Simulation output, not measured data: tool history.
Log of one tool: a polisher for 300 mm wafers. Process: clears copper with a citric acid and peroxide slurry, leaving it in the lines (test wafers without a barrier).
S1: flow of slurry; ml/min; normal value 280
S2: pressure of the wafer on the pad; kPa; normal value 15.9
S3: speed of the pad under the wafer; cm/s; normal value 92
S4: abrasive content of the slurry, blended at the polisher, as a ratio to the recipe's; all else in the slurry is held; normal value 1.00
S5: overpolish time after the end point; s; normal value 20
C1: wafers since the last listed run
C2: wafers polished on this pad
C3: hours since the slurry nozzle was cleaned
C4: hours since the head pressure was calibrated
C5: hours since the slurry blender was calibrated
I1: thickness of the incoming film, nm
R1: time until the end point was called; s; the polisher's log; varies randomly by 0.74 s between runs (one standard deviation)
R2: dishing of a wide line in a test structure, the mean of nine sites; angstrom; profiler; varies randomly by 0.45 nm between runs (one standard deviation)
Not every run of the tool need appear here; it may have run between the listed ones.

run,day,S1,S2,S3,S4,S5,C1,C2,C3,C4,C5,I1,R1,R2
1,0.000,280,15.9,92,1.00,20,0,66,466.5,334.4,110.2,156.3,81.2,177
2,2.600,280,15.9,92,1.00,20,280,347,528.9,396.8,172.6,158.5,80.9,178
3,4.825,280,15.9,92,1.00,20,240,587,582.3,450.2,226.0,156.7,79.8,189
4,5.838,280,15.9,92,1.00,20,109,696,606.6,474.5,250.3,155.5,80.0,187
# day 7.588: slurry blender recalibrated
5,8.642,280,15.9,92,1.00,20,293,989,673.9,541.8,25.3,155.1,81.0,183
# day 9.008: worn pad replaced by a new one
6,9.942,280,15.9,92,1.00,20,122,100,705.1,573.0,56.5,154.0,80.8,186
7,12.658,280,15.9,72,1.00,20,293,393,770.3,638.2,121.7,154.1,100.6,162
8,14.246,280,15.9,92,1.00,20,171,565,808.4,676.3,159.8,156.2,79.7,183
# day 14.821: head pressure recalibrated
# day 16.208: worn pad replaced by a new one
9,16.462,280,15.9,92,1.15,20,212,27,861.6,39.4,213.0,154.7,79.4,185
# day 17.729: slurry nozzle cleaned
10,18.142,280,11.7,64,1.00,20,176,204,9.9,79.7,253.3,156.4,141.2,128
# day 18.658: slurry blender recalibrated
11,20.579,350,15.9,92,1.10,20,253,458,68.4,138.2,46.1,154.0,80.5,187

Run 12 has not been measured yet. What should we expect?
# day 21.292: head pressure recalibrated, repeated, since the last time left the tool worse
12,23.462,335,15.9,76,1.10,20,302,760,137.6,52.1,115.3,155.5,?,?

R1: 90.5 s
R2: 176 angstrom
Had the tool carried no hidden state, the very same run would have given R1 89.1 s, R2 178 angstrom.

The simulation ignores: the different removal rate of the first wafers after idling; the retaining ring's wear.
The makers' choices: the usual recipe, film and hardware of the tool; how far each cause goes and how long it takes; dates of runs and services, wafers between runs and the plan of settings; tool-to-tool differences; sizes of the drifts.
